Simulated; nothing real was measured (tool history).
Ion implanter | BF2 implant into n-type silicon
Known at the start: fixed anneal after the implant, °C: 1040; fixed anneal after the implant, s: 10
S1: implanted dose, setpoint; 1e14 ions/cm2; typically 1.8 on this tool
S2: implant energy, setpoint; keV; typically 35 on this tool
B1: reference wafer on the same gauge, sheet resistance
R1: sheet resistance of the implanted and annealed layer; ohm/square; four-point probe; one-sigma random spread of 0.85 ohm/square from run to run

run	hour	S1	S2	B1	R1
1	0	1.44	35	464.95	687.26
2	29.8	1.8	35	465.05	573.02
3	54.7	1.8	35	465.11	573.51
4	90.7	1.8	35	464.97	575.71
5	116	1.8	44.5	465.19	557.41
6	179.1	1.8	44.5	464.93	559.07
7	236.2	1.5	35	465.07	667.11
8	276.8	1.67	39	465.01	604.99
9	309.6	1.8	35	464.92	576.7
10	353.4	2.12	35	465.02	504.14
11	378.4	2.12	35	465.19	502.81
12	426.9	2.12	35	465.02	503.85
# hour 463.7: Faraday cup replaced and dose calibrated
13	472.6	2.05	35	465.07	512.51
14	512.6	2.05	35	465.01	512.45
15	579.3	2.05	35	465.1	511.98
16	605.3	1.8	35	465.08	571.08
17	647.4	1.8	35	465.03	571.54
18	683	2.07	28	465.13	523.7
# hour 685.1: gauge calibrated
19	740.1	2.26	27.5	465.02	487.84
20	808.4	1.48	28	465.05	690.9
21	974.9	1.54	43	465.07	636.21
22	1003.2	1.38	30	464.99	727.37
# hour 1052.1: extraction supply calibrated
23	1071.8	1.38	30	464.98	725.68
24	1139.4	1.8	46.5	465.02	555.94
25	1176.5	1.41	35	465.08	703.42
26	1238.7	1.65	38.5	465.09	610.01
# hour 1250.3: Faraday cup replaced and dose calibrated
27	1299.9	2.02	28.5	465.04	533.46
28	1337.3	1.8	39	465.02	564.44
29	1381	1.52	35	465	655.65
30	1405.6	1.64	28.5	464.93	633.16
31	1453.8	1.55	47	464.97	623.35
32	1481.7	2.08	24.5	464.99	531.05
33	1506	1.56	41	465.1	628.78
34	1533.7	2.2	28.5	465.01	497.41
35	1579.5	1.8	35	465.08	574.18
36	1647	1.8	35	464.97	573.34
37	1706.8	1.8	35	465.01	575.22

Run by run, hidden condition taken away, random variation retained:
What the log doesn't record here: deviation of the true dose from the Faraday cup's reading, %; deviation of the true energy from its setpoint, %; gauge reads high (%).
run	R1
1	682.73
2	568.96
3	569.22
4	571.09
5	552.73
6	553.84
7	660.32
8	598.46
9	570.14
10	498.02
11	496.51
12	497.17
13	512.76
14	512.38
15	511.39
16	570.2
17	570.3
18	522.25
19	486.04
20	687.69
21	631.69
22	721.84
23	719.4
24	550.57
25	696.26
26	603.22
27	532.3
28	562.92
29	653.45
30	630.77
31	620.58
32	528.37
33	625.49
34	494.51
35	570.51
36	569.08
37	570.42
